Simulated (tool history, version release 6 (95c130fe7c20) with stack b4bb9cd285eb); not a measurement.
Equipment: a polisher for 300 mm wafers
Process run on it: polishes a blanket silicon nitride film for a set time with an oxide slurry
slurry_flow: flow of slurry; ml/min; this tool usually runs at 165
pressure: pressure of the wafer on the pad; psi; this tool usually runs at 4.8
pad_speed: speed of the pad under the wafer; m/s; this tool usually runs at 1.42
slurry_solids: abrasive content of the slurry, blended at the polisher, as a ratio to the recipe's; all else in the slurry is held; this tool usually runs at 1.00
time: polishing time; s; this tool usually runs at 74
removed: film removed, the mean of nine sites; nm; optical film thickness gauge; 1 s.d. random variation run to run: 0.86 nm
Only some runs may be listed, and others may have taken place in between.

| run | hour | slurry_flow | pressure | pad_speed | slurry_solids | time | incoming thickness of the incoming film, nm | removed |
|---|---|---|---|---|---|---|---|---|
| 1 | 0.0 | 165 | 4.8 | 1.42 | 1.00 | 74 | 483.0 | 93.4 |
| 2 | 25.7 | 165 | 4.8 | 1.42 | 1.00 | 74 | 485.4 | 90.1 |
|  | 53.9 | slurry blender recalibrated |
| 3 | 107.9 | 165 | 4.8 | 1.42 | 1.00 | 74 | 477.3 | 85.4 |
| 4 | 140.6 | 165 | 4.8 | 1.42 | 1.00 | 74 | 487.4 | 87.1 |
|  | 154.8 | worn pad replaced by a new one |
| 5 | 165.9 | 165 | 4.8 | 1.42 | 1.00 | 74 | 479.7 | 93.0 |
|  | 172.0 | conditioning disc replaced and pad reconditioned |
| 6 | 179.9 | 165 | 4.8 | 1.42 | 1.00 | 74 | 477.2 | 90.8 |
|  | 208.4 | slurry blender recalibrated |
| 7 | 208.9 | 165 | 4.8 | 1.42 | 1.00 | 74 | 477.3 | 93.5 |
|  | 213.2 | head pressure recalibrated |
| 8 | 224.1 | 165 | 4.8 | 1.42 | 1.00 | 74 | 481.7 | 92.3 |
| 9 | 267.5 | 165 | 4.8 | 1.42 | 1.15 | 74 | 487.0 | 95.6 |
|  | 271.5 | slurry nozzle cleaned |
| 10 | 291.9 | 165 | 4.8 | 1.42 | 1.00 | 74 | 481.6 | 86.6 |
| 11 | 309.1 | 165 | 3.7 | 1.62 | 1.00 | 74 | 488.1 | 72.5 |
|  | 316.5 | worn pad replaced by a new one |
| 12 | 331.4 | 165 | 4.8 | 1.04 | 0.70 | 49 | 487.0 | 38.4 |
|  | 346.7 | slurry blender recalibrated |
| 13 | 359.4 | 165 | 5.7 | 1.42 | 1.00 | 74 | 487.5 | 108.1 |
| 14 | 405.1 | 165 | 4.8 | 1.42 | 1.00 | 74 | 471.0 | 87.1 |
|  | 417.6 | conditioning disc replaced and pad reconditioned |
| 15 | 430.7 | 165 | 4.8 | 1.42 | 1.00 | 74 | 469.1 | 86.1 |
| 16 | 454.1 | 165 | 6.3 | 1.00 | 1.00 | 74 | 485.0 | 92.7 |
|  | 483.2 | slurry blender recalibrated |
|  | 488.2 | worn pad replaced by a new one |
| 17 | 488.7 | 210 | 6.5 | 1.76 | 0.90 | 74 | 483.1 | 145.5 |
| 18 | 507.8 | 165 | 4.8 | 1.42 | 1.15 | 49 | 486.3 | 67.2 |
| 19 | 525.0 | 165 | 4.8 | 1.42 | 1.00 | 74 | 483.1 | 88.8 |

What if the next run were any one of these 5? Each begins from the tool's condition after run 19:
| A | 525.4 | 165 | 4.8 | 1.42 | 1.00 | 74 | 477.5 | ? |
| B | 525.4 | 150 | 4.8 | 0.94 | 1.20 | 94 | 477.5 | ? |
| C | 525.4 | 165 | 5.4 | 1.42 | 1.00 | 74 | 477.5 | ? |
| D | 525.4 | 130 | 4.8 | 1.70 | 1.00 | 74 | 477.5 | ? |
| E | 525.4 | 135 | 4.3 | 1.42 | 1.00 | 55 | 477.5 | ? |

| run | removed |
|---|---|
| A | 92.0 |
| B | 103.6 |
| C | 103.5 |
| D | 99.0 |
| E | 59.8 |
Take away the tool's hidden state, keep each run's random variation, and the runs would have read:
| run | removed |
|---|---|
| A | 100.7 |
| B | 113.0 |
| C | 113.3 |
| D | 108.4 |
| E | 65.5 |
